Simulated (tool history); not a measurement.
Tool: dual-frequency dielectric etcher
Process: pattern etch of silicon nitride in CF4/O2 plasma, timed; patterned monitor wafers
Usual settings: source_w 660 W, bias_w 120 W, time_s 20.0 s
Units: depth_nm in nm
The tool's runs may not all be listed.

run   hour  source_w  bias_w  time_s  wafers since the last listed run  hours since the last wet clean  hours since the last source power generator calibration  hours since the last bias power generator calibration  hours since the last upper electrode change  hours since the gauge calibration  read-back reference wafer on the same gauge, depth_nm  depth_nm
  1    0.0       660     120    20.0                                 0                           233.7                                                   4865.2                                                 2209.8                                       3370.9                              138.3                                                  42.43     42.37
  2   13.9       660     130    20.0                               245                           247.6                                                   4879.1                                                 2223.7                                       3384.8                              152.2                                                  42.39     43.64
  3   27.5       660     120    20.0                               240                           261.2                                                   4892.7                                                 2237.3                                       3398.4                              165.8                                                  42.33     41.95
  4   37.0       660     120    20.0                               167                           270.7                                                   4902.2                                                 2246.8                                       3407.9                              175.3                                                  42.43     42.50
  5   49.5       660     120    20.0                               220                           283.2                                                   4914.7                                                 2259.3                                       3420.4                              187.8                                                  42.43     42.42
  6   63.3       660     120    20.0                               243                           297.0                                                   4928.5                                                 2273.1                                       3434.2                              201.6                                                  42.36     42.81
  7   77.1       660     120    20.0                               243                           310.8                                                   4942.3                                                 2286.9                                       3448.0                              215.4                                                  42.37     43.03
  8   92.3       660     120    20.0                               268                           326.0                                                   4957.5                                                 2302.1                                       3463.2                              230.6                                                  42.35     42.80
  9  103.2       660     120    20.0                               192                           336.9                                                   4968.4                                                 2313.0                                       3474.1                              241.5                                                  42.38     42.49
     108.0  -- gauge calibrated
 10  112.6       660     120    20.0                               166                           346.3                                                   4977.8                                                 2322.4                                       3483.5                                4.6                                                  42.37     42.61
 11  122.8       660     120    20.0                               180                           356.5                                                   4988.0                                                 2332.6                                       3493.7                               14.8                                                  42.44     43.03
 12  139.6       660     120    20.0                               296                           373.3                                                   5004.8                                                 2349.4                                       3510.5                               31.6                                                  42.43     43.22
     163.9  -- upper electrode replaced
 13  164.4       660     120    20.0                                14                           398.1                                                   5029.6                                                 2374.2                                          0.5                               56.4                                                  42.38     43.02
 14  164.7       660     120    20.0                                 5                           398.4                                                   5029.9                                                 2374.5                                          0.8                               56.7                                                  42.40     42.89
 15  169.9       610     107    20.0                                91                           403.6                                                   5035.1                                                 2379.7                                          6.0                               61.9                                                  42.48     38.66
     177.0  -- bias power generator calibrated
 16  187.0       520     120    20.0                               231                           420.7                                                   5052.2                                                   10.0                                         23.1                               79.0                                                  42.47     36.01
 17  198.0       610     107    20.0                               194                           431.7                                                   5063.2                                                   21.0                                         34.1                               90.0                                                  42.42     39.32
 18  208.8       660     120    20.0                               190                           442.5                                                   5074.0                                                   31.8                                         44.9                              100.8                                                  42.39     43.43
 19  226.0       570     100    17.5                               303                           459.7                                                   5091.2                                                   49.0                                         62.1                              118.0                                                  42.40     32.04
 20  234.2       760      94    22.5                               144                           467.9                                                   5099.4                                                   57.2                                         70.3                              126.2                                                  42.43     51.11
 21  246.3       660      93    16.5                               213                           480.0                                                   5111.5                                                   69.3                                         82.4                              138.3                                                  42.43     33.06
     274.2  -- wet clean of the chamber
 22  274.7       660     102    23.0                                77                             0.5                                                   5139.9                                                   97.7                                        110.8                              166.7                                                  42.42     45.10
     279.5  -- source power generator calibrated
 23  280.0       780     105    23.5                                22                             5.8                                                      0.5                                                  103.0                                        116.1                              172.0                                                  42.44     53.58
 24  292.5       660     120    17.5                               220                            18.3                                                     13.0                                                  115.5                                        128.6                              184.5                                                  42.41     36.24
 25  298.8       610     129    25.5                               111                            24.6                                                     19.3                                                  121.8                                        134.9                              190.8                                                  42.45     50.90
 26  316.0       660     111    18.0                               303                            41.8                                                     36.5                                                  139.0                                        152.1                              208.0                                                  42.35     36.56
     328.4  -- gauge calibrated
 27  330.5       720     147    18.0                               256                            56.3                                                     51.0                                                  153.5                                        166.6                                2.1                                                  42.45     42.89
 28  346.9       660     120    20.0                               289                            72.7                                                     67.4                                                  169.9                                        183.0                               18.5                                                  42.42     42.35
 29  358.8       660     120    20.0                               210                            84.6                                                     79.3                                                  181.8                                        194.9                               30.4                                                  42.41     42.00

Hidden state at the last listed run before each entry between runs and at the first one after, where it differs:
Between runs 9 and 10: gauge calibrated (hour 108.0)
  etch rate over this chamber's usual, %: 3.14 -> 3.24
  measured less the result without the state, depth_nm: +1.30 -> +1.34 nm
Between runs 12 and 13: upper electrode replaced (hour 163.9)
  etch rate over this chamber's usual, %: 3.54 -> 3.8
  measured less the result without the state, depth_nm: +1.47 -> +1.57 nm
Between runs 15 and 16: bias power generator calibrated (hour 177.0)
  etch rate over this chamber's usual, %: 3.86 -> 4.05
  measured less the result without the state, depth_nm: +1.44 -> +1.40 nm
Between runs 21 and 22: wet clean of the chamber (hour 274.2)
  etch rate over this chamber's usual, %: 4.69 -> -0.0105
  measured less the result without the state, depth_nm: +1.48 -> +0.00 nm
Between runs 22 and 23: source power generator calibrated (hour 279.5)
  etch rate over this chamber's usual, %: -0.0105 -> 0.0469
  measured less the result without the state, depth_nm: +0.00 -> +0.03 nm
Between runs 26 and 27: gauge calibrated (hour 328.4)
  etch rate over this chamber's usual, %: 0.436 -> 0.593
  measured less the result without the state, depth_nm: +0.16 -> +0.26 nm
